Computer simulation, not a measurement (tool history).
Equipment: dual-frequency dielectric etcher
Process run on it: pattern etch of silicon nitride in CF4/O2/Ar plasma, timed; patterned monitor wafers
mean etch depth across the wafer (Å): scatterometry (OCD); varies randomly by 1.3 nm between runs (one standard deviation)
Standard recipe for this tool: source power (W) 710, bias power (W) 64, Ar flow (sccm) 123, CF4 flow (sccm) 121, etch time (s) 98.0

run    hour  source power (W)  bias power (W)  Ar flow (sccm)  CF4 flow (sccm)  etch time (s)  read-back reference wafer on the same gauge, depth_nm  mean etch depth across the wafer (Å)
  1     0.0               710              64             123              121           98.0                                                  277.8                                  2873
  2    43.7               710              64             123              121           98.0                                                  278.0                                  2901
  3   233.3               710              64             123              121           98.0                                                  278.1                                  2888
  4   274.4               710              64             123              121           98.0                                                  277.9                                  2886
  5   327.3               580              75             132              121           98.0                                                  277.9                                  2456
  6   354.5               710              74             123              121           98.0                                                  278.5                                  3081
  7   425.5               850              64             123              102           82.0                                                  278.1                                  2847
  8   532.0               540              60             123              121          122.5                                                  277.9                                  2586
  9   575.3               850              64             123              102           82.0                                                  277.9                                  2872
 10   623.7               710              64             123              121           98.0                                                  278.0                                  2878
 11   682.7               710              64             123              121           98.0                                                  277.9                                  2855
 12   735.4               660              64             123              121           98.0                                                  277.6                                  2676
 13   761.5               710              64             123               94           98.0                                                  277.9                                  2813
 14   793.6               710              64             123              121           98.0                                                  277.9                                  2869
 15   821.2               550              64             123              103           98.0                                                  278.0                                  2153
 16   848.8               710              51             111              106           98.0                                                  278.2                                  2619
 17   892.3               570              71             114              121           98.0                                                  277.9                                  2401
 18   948.3               710              74              96              121          125.5                                                  278.2                                  4092
 19   974.4               710              64             123              121           98.0                                                  277.7                                  2884
 20  1010.0               820              64             134              121           98.0                                                  278.1                                  3295
 21  1063.7               710              64              95              121           98.0                                                  278.2                                  2999
 22  1106.8               710              64             123              121           98.0                                                  277.9                                  2854

The log once held 7 entries between its listed runs, left out of this copy. Where does each go, and what is different about the tool's unlogged condition between the listed run before it and the listed run after it?
Between runs 2 and 3: source power generator calibrated (hour 54.8); bias power generator calibrated (hour 211.0)
  the hidden state is the same at both runs
Between runs 4 and 5: wet clean of the chamber (hour 323.3)
  the hidden state is the same at both runs
Between runs 6 and 7: gauge calibrated (hour 397.4)
  the hidden state is the same at both runs
Between runs 9 and 10: upper electrode replaced (hour 613.7)
  the hidden state is the same at both runs
Between runs 10 and 11: Ar flow controller replaced (hour 645.0)
  the hidden state is the same at both runs
Between runs 16 and 17: wet clean of the chamber (hour 888.9)
  the hidden state is the same at both runs

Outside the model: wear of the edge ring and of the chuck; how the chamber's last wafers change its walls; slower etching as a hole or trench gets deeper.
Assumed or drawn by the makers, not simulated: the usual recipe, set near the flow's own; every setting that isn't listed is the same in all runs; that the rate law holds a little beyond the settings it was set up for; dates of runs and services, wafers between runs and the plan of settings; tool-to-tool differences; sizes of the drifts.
